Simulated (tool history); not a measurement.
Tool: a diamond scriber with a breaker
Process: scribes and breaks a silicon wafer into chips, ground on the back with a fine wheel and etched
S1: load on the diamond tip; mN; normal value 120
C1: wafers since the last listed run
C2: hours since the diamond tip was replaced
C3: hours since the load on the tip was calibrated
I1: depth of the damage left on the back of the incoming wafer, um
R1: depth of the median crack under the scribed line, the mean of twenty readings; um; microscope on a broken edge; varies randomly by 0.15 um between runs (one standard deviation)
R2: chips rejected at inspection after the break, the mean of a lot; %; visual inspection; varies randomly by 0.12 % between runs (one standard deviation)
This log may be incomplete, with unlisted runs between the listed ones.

run	hour	S1	C1	C2	C3	I1	R1	R2
1	0	107	0	215.5	846.3	0.53	6.93	5.23
# hour 37.1: load on the tip recalibrated
2	87.2	107	174	302.7	50.1	0.52	6.92	5.28
3	185.1	120	201	400.6	148	0.64	7.64	2.24
4	248.4	120	130	463.9	211.3	0.67	7.75	2.38
5	312	120	130	527.5	274.9	0.42	7.62	2.66
6	401	146	182	616.5	363.9	0.63	8.62	3.1
# hour 488.2: diamond tip replaced by a new one
7	505.6	120	210	17.4	468.5	0.73	7.56	2.07
8	584.2	136	161	96	547.1	0.36	8.71	3.52
9	628.7	136	91	140.5	591.6	0.7	8.78	4
10	722.4	136	192	234.2	685.3	0.43	8.58	3.48
11	817.9	104	196	329.7	780.8	0.68	6.7	6.74
# hour 846.6: load on the tip recalibrated
12	902.7	110	170	414.5	56.1	0.78	7.14	4.57
13	950.5	120	98	462.3	103.9	0.55	7.88	2.12
14	1048.8	120	201	560.6	202.2	0.56	7.34	2.87
15	1134.5	120	176	646.3	287.9	0.49	7.46	3.02
16	1241.7	120	220	753.5	395.1	0.55	7.19	3.73
# hour 1269.1: diamond tip replaced by a new one
17	1312.2	96	140	43.1	465.6	0.5	6.22	10.02
18	1387.7	96	155	118.6	541.1	0.39	6.18	10.38
19	1444.8	145	117	175.7	598.2	0.36	9.26	6.29
20	1481.3	145	74	212.2	634.7	0.61	9.19	6.29
21	1550.4	89	141	281.3	703.8	0.4	5.62	19.17
22	1594.3	120	90	325.2	747.7	0.59	7.8	2.11
# hour 1651.4: load on the tip recalibrated
23	1653.2	138	116	384.1	1.8	0.7	8.81	3.65
24	1714.7	120	126	445.6	63.3	0.42	7.62	2.25
25	1764.5	99	102	495.4	113.1	0.31	6.33	10.92
26	1853.5	100	182	584.4	202.1	0.61	6.27	11.71
27	1949	120	196	679.9	297.6	0.6	7.43	3.09
# hour 2014.5: diamond tip replaced by a new one
28	2042	120	186	27.5	390.6	0.58	7.77	2.03
29	2141	149	203	126.5	489.6	0.75	9.5	8.33
30	2415.4	106	563	400.9	764	0.32	7.05	6.25
# hour 2508.1: load on the tip recalibrated
31	2508.7	84	187	494.2	0.6	0.67	5.39	27.41
32	2667.9	102	326	653.4	159.8	0.36	6.1	10.44
# hour 2699.1: diamond tip replaced by a new one
33	2750.4	155	165	51.3	242.3	0.59	10.08	10.05
34	2827.2	133	157	128.1	319.1	0.72	8.58	3.3
35	2887.2	101	123	188.1	379.1	0.53	6.67	6.85
36	2961.2	120	151	262.1	453.1	0.76	7.85	2.14
37	3022.4	87	125	323.3	514.3	0.41	5.64	19.94
38	3117.3	86	194	418.2	609.2	0.45	5.54	21.97
39	3224.7	120	220	525.6	716.6	0.32	7.23	2.57
40	3326.5	105	209	627.4	818.4	0.53	6.52	8.35
# hour 3366.3: diamond tip replaced by a new one
41	3380.6	98	107	14.3	872.5	0.59	6.46	8.35
# hour 3410.7: load on the tip recalibrated
42	3455.2	120	149	88.9	44.5	0.66	7.7	1.86

For each run, what was the tool's unlogged condition?
deviation of the load on the tip from its setpoint, %: 0 across all the runs
H1: share of the diamond tip's cutting effectiveness lost through wear, %
run	H1
1	3.16
2	4.23
3	5.85
4	7.14
5	8.63
6	11
7	1.65
8	1.86
9	2.1
10	2.93
11	4.2
12	5.69
13	6.68
14	9.05
15	11.5
16	15
17	0.583
18	0.871
19	1.27
20	1.6
21	2.41
22	3.03
23	4.02
24	5.22
25	6.33
26	8.59
27	11.4
28	0.51
29	0.87
30	4.28
31	6.25
32	10.6
33	0.563
34	0.889
35	1.34
36	2.12
37	2.97
38	4.63
39	7.02
40	9.79
41	0.162
42	0.344

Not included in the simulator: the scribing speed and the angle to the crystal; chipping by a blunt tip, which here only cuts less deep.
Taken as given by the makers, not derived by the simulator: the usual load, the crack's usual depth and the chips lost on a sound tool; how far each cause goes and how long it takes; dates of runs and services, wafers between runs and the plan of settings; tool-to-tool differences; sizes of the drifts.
